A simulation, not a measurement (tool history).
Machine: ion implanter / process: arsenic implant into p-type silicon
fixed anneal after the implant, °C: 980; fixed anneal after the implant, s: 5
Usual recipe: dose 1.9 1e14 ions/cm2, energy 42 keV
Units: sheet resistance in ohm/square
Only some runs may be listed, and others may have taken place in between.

run	hour	dose	energy	wafers since the last listed run	hours since the last dose calibration	hours since the extraction supply was calibrated	hours since the gauge calibration	read-back reference wafer on the same gauge, sheet resistance	sheet resistance
1	0	1.9	30.5	0	217.2	1442.4	154.6	451.92	410.61
2	42.2	1.9	36	560	259.4	1484.6	196.8	452.13	400.15
3	124.8	1.9	36	1097	342	1567.2	279.4	452.01	398.98
4	177.4	1.9	36	698	394.6	1619.8	332	451.94	399.25
5	280	1.9	42	1363	497.2	1722.4	434.6	452.01	387.63
6	348.5	1.9	42	910	565.7	1790.9	503.1	452.16	388
7	397.2	1.75	42	647	614.4	1839.6	551.8	451.96	409.11
# hour 437.5: gauge calibrated
# hour 476.3: Faraday cup replaced and dose calibrated
8	503	1.75	42	1299	26.7	1945.4	65.5	452.02	411.47
9	559.1	1.75	42	745	82.8	2001.5	121.6	451.84	413.17
10	600.8	2.46	32.5	554	124.5	2043.2	163.3	451.78	338.4
11	689.4	1.9	36	1177	213.1	2131.8	251.9	451.98	398.69
12	747.8	1.9	36	776	271.5	2190.2	310.3	451.97	399.1
13	803.3	1.9	36.5	737	327	2245.7	365.8	451.99	397.51
14	867.3	1.9	53.5	850	391	2309.7	429.8	451.75	372.07
# hour 889.4: extraction supply calibrated
15	969.2	2.31	53	1247	492.9	79.8	531.7	451.84	324.95
# hour 1027.1: gauge calibrated
16	1055.5	1.65	33	1146	579.2	166.1	28.4	452.04	445.33
17	1143.8	2.47	42	1173	667.5	254.4	116.7	452.13	320.73

How the hidden state differs across the entries between the runs, from the last listed run before each to the first after it:
In the gap between runs 7 and 8: gauge calibrated (hour 437.5); Faraday cup replaced and dose calibrated (hour 476.3)
  deviation of the true dose from the Faraday cup's reading, %: 0.875 -> 0.0829
  what was measured, less what the result would be without the hidden state, sheet resistance: -2.5 -> -0.24 ohm/square
In the gap between runs 14 and 15: extraction supply calibrated (hour 889.4)
  deviation of the true dose from the Faraday cup's reading, %: 0.69 -> 0.86
  what was measured, less what the result would be without the hidden state, sheet resistance: -1.78 -> -1.98 ohm/square
In the gap between runs 15 and 16: gauge calibrated (hour 1027.1)
  deviation of the true dose from the Faraday cup's reading, %: 0.86 -> 1
  what was measured, less what the result would be without the hidden state, sheet resistance: -1.98 -> -3.13 ohm/square

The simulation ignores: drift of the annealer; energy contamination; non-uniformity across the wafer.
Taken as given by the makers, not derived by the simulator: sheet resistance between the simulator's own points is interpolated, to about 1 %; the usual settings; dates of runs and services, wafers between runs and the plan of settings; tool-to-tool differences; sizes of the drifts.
